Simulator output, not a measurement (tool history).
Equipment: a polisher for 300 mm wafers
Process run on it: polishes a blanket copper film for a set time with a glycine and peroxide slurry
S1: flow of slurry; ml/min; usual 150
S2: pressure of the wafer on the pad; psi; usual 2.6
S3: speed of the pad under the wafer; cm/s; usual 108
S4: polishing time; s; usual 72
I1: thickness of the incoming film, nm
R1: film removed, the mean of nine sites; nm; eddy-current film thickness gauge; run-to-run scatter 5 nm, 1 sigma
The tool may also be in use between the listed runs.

| run | hour | S1 | S2 | S3 | S4 | I1 | R1 |
|---|---|---|---|---|---|---|---|
| 1 | 0 | 150 | 2.6 | 108 | 72 | 1145.8 | 344.4 |
| 2 | 16 | 150 | 2.6 | 108 | 72 | 1145.2 | 339.4 |
| 3 | 31.6 | 150 | 2.6 | 108 | 72 | 1129.7 | 344.5 |
| 4 | 45.3 | 150 | 2.6 | 108 | 72 | 1130.2 | 350.1 |
|  | 72.3 | head pressure recalibrated |
| 5 | 72.8 | 150 | 2.6 | 108 | 72 | 1143.5 | 351.6 |
| 6 | 99.7 | 150 | 2.3 | 108 | 72 | 1134.8 | 311.5 |
|  | 109.9 | worn pad replaced by a new one |
| 7 | 134.4 | 150 | 2.3 | 108 | 72 | 1132.1 | 312 |
| 8 | 170.3 | 150 | 2.3 | 108 | 72 | 1129 | 300.2 |
| 9 | 201.3 | 150 | 2.6 | 108 | 72 | 1113.2 | 336.2 |
|  | 221.6 | worn pad replaced by a new one |
| 10 | 222.1 | 150 | 2.6 | 108 | 72 | 1150.4 | 330.8 |
| 11 | 242.6 | 150 | 2.6 | 108 | 72 | 1130.3 | 340.4 |
| 12 | 254.9 | 150 | 2.6 | 108 | 72 | 1130.6 | 337.9 |
| 13 | 280.7 | 115 | 3 | 108 | 72 | 1122 | 361.4 |
| 14 | 293.3 | 150 | 2.6 | 108 | 72 | 1141.7 | 325.3 |
| 15 | 313.7 | 150 | 2.6 | 108 | 72 | 1136.2 | 319.5 |
| 16 | 333.5 | 105 | 3.5 | 72 | 62 | 1128.5 | 248.1 |
|  | 335 | slurry nozzle cleaned |
|  | 349.1 | worn pad replaced by a new one |
| 17 | 362.7 | 150 | 2 | 72 | 72 | 1137.9 | 207.5 |
| 18 | 376.1 | 135 | 2.6 | 108 | 72 | 1125.7 | 348.2 |
| 19 | 399.8 | 150 | 2.1 | 76 | 72 | 1123.4 | 220.7 |
|  | 404.3 | head pressure recalibrated |
| 20 | 428.1 | 150 | 1.7 | 108 | 58 | 1124.6 | 199.1 |
| 21 | 461.1 | 180 | 2.6 | 108 | 63 | 1127.9 | 308.4 |
|  | 481.3 | worn pad replaced by a new one |
| 22 | 487.5 | 150 | 2.6 | 138 | 51 | 1130.5 | 297.1 |
| 23 | 505 | 150 | 2.6 | 78 | 72 | 1135.6 | 257.5 |
| 24 | 523.2 | 105 | 2.3 | 122 | 96 | 1129.4 | 430 |

What will run 25 give?
| 25 | 544.1 | 150 | 2.6 | 98 | 53 | 1120.5 | ? |

{"run 25": {"R1": 227.7}}
Take away the tool's hidden state, keep the run-to-run variation as it was, and the same run would have given R1 232.7 nm.
